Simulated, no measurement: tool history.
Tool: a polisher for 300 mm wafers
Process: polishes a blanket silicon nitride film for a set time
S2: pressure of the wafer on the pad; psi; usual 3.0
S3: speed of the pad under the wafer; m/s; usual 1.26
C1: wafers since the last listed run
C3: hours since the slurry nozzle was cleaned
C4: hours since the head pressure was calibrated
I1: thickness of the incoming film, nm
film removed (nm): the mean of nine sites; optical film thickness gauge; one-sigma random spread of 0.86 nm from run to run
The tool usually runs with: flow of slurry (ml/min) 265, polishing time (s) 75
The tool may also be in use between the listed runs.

{"run": 1, "hour": 0.0, "flow of slurry (ml/min)": 265, "S2": 3.0, "S3": 0.98, "polishing time (s)": 75, "C1": 0, "wafers polished on this pad": 1129, "C3": 172.3, "C4": 656.2, "I1": 874.8, "film removed (nm)": 99.1}
{"run": 2, "hour": 32.2, "flow of slurry (ml/min)": 265, "S2": 3.0, "S3": 0.98, "polishing time (s)": 75, "C1": 434, "wafers polished on this pad": 1564, "C3": 204.5, "C4": 688.4, "I1": 887.2, "film removed (nm)": 99.5}
{"run": 3, "hour": 46.0, "flow of slurry (ml/min)": 265, "S2": 3.0, "S3": 0.94, "polishing time (s)": 75, "C1": 186, "wafers polished on this pad": 1751, "C3": 218.3, "C4": 702.2, "I1": 870.0, "film removed (nm)": 96.4}
{"run": 4, "hour": 69.7, "flow of slurry (ml/min)": 265, "S2": 3.0, "S3": 0.94, "polishing time (s)": 75, "C1": 320, "wafers polished on this pad": 2071, "C3": 242.0, "C4": 725.9, "I1": 867.9, "film removed (nm)": 97.0}
{"hour": 80.9, "done": "worn pad replaced by a new one"}
{"run": 5, "hour": 94.9, "flow of slurry (ml/min)": 265, "S2": 3.4, "S3": 1.26, "polishing time (s)": 75, "C1": 286, "wafers polished on this pad": 188, "C3": 267.2, "C4": 751.1, "I1": 863.9, "film removed (nm)": 137.6}
{"run": 6, "hour": 113.8, "flow of slurry (ml/min)": 265, "S2": 3.4, "S3": 1.26, "polishing time (s)": 75, "C1": 255, "wafers polished on this pad": 443, "C3": 286.1, "C4": 770.0, "I1": 866.0, "film removed (nm)": 139.5}
{"run": 7, "hour": 136.4, "flow of slurry (ml/min)": 265, "S2": 3.0, "S3": 1.26, "polishing time (s)": 75, "C1": 305, "wafers polished on this pad": 749, "C3": 308.7, "C4": 792.6, "I1": 874.5, "film removed (nm)": 121.7}
{"run": 8, "hour": 154.3, "flow of slurry (ml/min)": 265, "S2": 3.0, "S3": 1.26, "polishing time (s)": 75, "C1": 241, "wafers polished on this pad": 990, "C3": 326.6, "C4": 810.5, "I1": 865.7, "film removed (nm)": 121.3}
{"run": 9, "hour": 185.0, "flow of slurry (ml/min)": 265, "S2": 3.0, "S3": 1.26, "polishing time (s)": 75, "C1": 414, "wafers polished on this pad": 1405, "C3": 357.3, "C4": 841.2, "I1": 870.5, "film removed (nm)": 121.8}
{"hour": 223.3, "done": "worn pad replaced by a new one"}
{"run": 10, "hour": 223.8, "flow of slurry (ml/min)": 265, "S2": 3.0, "S3": 1.26, "polishing time (s)": 75, "C1": 470, "wafers polished on this pad": 6, "C3": 396.1, "C4": 880.0, "I1": 875.2, "film removed (nm)": 118.0}
{"run": 11, "hour": 245.4, "flow of slurry (ml/min)": 265, "S2": 3.0, "S3": 1.26, "polishing time (s)": 75, "C1": 291, "wafers polished on this pad": 297, "C3": 417.7, "C4": 901.6, "I1": 875.8, "film removed (nm)": 120.7}
{"run": 12, "hour": 281.3, "flow of slurry (ml/min)": 265, "S2": 3.0, "S3": 1.26, "polishing time (s)": 75, "C1": 484, "wafers polished on this pad": 782, "C3": 453.6, "C4": 937.5, "I1": 877.7, "film removed (nm)": 117.9}
{"hour": 294.8, "done": "slurry nozzle cleaned"}
{"run": 13, "hour": 312.7, "flow of slurry (ml/min)": 265, "S2": 3.0, "S3": 1.26, "polishing time (s)": 75, "C1": 410, "wafers polished on this pad": 1193, "C3": 17.9, "C4": 968.9, "I1": 864.4, "film removed (nm)": 122.2}
{"run": 14, "hour": 335.8, "flow of slurry (ml/min)": 265, "S2": 3.0, "S3": 1.26, "polishing time (s)": 75, "C1": 312, "wafers polished on this pad": 1505, "C3": 41.0, "C4": 992.0, "I1": 878.1, "film removed (nm)": 123.1}
{"hour": 359.3, "done": "worn pad replaced by a new one"}
{"run": 15, "hour": 359.8, "flow of slurry (ml/min)": 230, "S2": 3.0, "S3": 1.26, "polishing time (s)": 75, "C1": 270, "wafers polished on this pad": 6, "C3": 65.0, "C4": 1016.0, "I1": 887.2, "film removed (nm)": 123.4}
{"run": 16, "hour": 394.8, "flow of slurry (ml/min)": 265, "S2": 3.0, "S3": 1.26, "polishing time (s)": 75, "C1": 472, "wafers polished on this pad": 479, "C3": 100.0, "C4": 1051.0, "I1": 871.0, "film removed (nm)": 123.5}
{"hour": 416.0, "done": "head pressure recalibrated"}
{"run": 17, "hour": 440.6, "flow of slurry (ml/min)": 315, "S2": 2.2, "S3": 1.54, "polishing time (s)": 91, "C1": 591, "wafers polished on this pad": 1071, "C3": 145.8, "C4": 24.6, "I1": 867.8, "film removed (nm)": 120.1}
{"run": 18, "hour": 461.4, "flow of slurry (ml/min)": 265, "S2": 2.6, "S3": 1.26, "polishing time (s)": 75, "C1": 280, "wafers polished on this pad": 1351, "C3": 166.6, "C4": 45.4, "I1": 865.1, "film removed (nm)": 97.5}
{"run": 19, "hour": 479.9, "flow of slurry (ml/min)": 180, "S2": 2.1, "S3": 1.06, "polishing time (s)": 75, "C1": 249, "wafers polished on this pad": 1601, "C3": 185.1, "C4": 63.9, "I1": 864.8, "film removed (nm)": 67.9}
{"hour": 484.1, "done": "worn pad replaced by a new one"}
{"run": 20, "hour": 496.9, "flow of slurry (ml/min)": 265, "S2": 3.0, "S3": 1.6, "polishing time (s)": 59, "C1": 175, "wafers polished on this pad": 173, "C3": 202.1, "C4": 80.9, "I1": 872.2, "film removed (nm)": 109.8}
{"run": 21, "hour": 523.5, "flow of slurry (ml/min)": 265, "S2": 3.0, "S3": 1.26, "polishing time (s)": 75, "C1": 359, "wafers polished on this pad": 532, "C3": 228.7, "C4": 107.5, "I1": 863.6, "film removed (nm)": 113.3}
{"run": 22, "hour": 553.1, "flow of slurry (ml/min)": 325, "S2": 4.0, "S3": 1.68, "polishing time (s)": 85, "C1": 399, "wafers polished on this pad": 932, "C3": 258.3, "C4": 137.1, "I1": 882.2, "film removed (nm)": 224.5}
{"run": 23, "hour": 580.9, "flow of slurry (ml/min)": 225, "S2": 3.0, "S3": 1.38, "polishing time (s)": 75, "C1": 375, "wafers polished on this pad": 1308, "C3": 286.1, "C4": 164.9, "I1": 883.0, "film removed (nm)": 124.1}
{"run": 24, "hour": 594.3, "flow of slurry (ml/min)": 350, "S2": 3.0, "S3": 1.26, "polishing time (s)": 75, "C1": 180, "wafers polished on this pad": 1489, "C3": 299.5, "C4": 178.3, "I1": 860.7, "film removed (nm)": 118.8}
{"run": 25, "hour": 624.6, "flow of slurry (ml/min)": 330, "S2": 2.0, "S3": 1.26, "polishing time (s)": 63, "C1": 409, "wafers polished on this pad": 1898, "C3": 329.8, "C4": 208.6, "I1": 867.7, "film removed (nm)": 65.4}
{"hour": 643.1, "done": "worn pad replaced by a new one"}
{"run": 26, "hour": 659.6, "flow of slurry (ml/min)": 265, "S2": 3.0, "S3": 0.82, "polishing time (s)": 75, "C1": 418, "wafers polished on this pad": 223, "C3": 364.8, "C4": 243.6, "I1": 867.7, "film removed (nm)": 82.0}
{"run": 27, "hour": 686.4, "flow of slurry (ml/min)": 180, "S2": 2.1, "S3": 1.06, "polishing time (s)": 75, "C1": 361, "wafers polished on this pad": 585, "C3": 391.6, "C4": 270.4, "I1": 875.0, "film removed (nm)": 68.3}

Predict the results of run 28:
{"hour": 701.0, "done": "slurry nozzle cleaned"}
{"run": 28, "hour": 721.9, "flow of slurry (ml/min)": 265, "S2": 3.0, "S3": 0.84, "polishing time (s)": 75, "C1": 465, "wafers polished on this pad": 1051, "C3": 20.9, "C4": 305.9, "I1": 863.3, "film removed (nm)": "?"}

{"run 28": {"film removed (nm)": 86.5}}
With the hidden condition absent and the run-to-run variation left alone, this run would have shown film removed (nm) 81.2.

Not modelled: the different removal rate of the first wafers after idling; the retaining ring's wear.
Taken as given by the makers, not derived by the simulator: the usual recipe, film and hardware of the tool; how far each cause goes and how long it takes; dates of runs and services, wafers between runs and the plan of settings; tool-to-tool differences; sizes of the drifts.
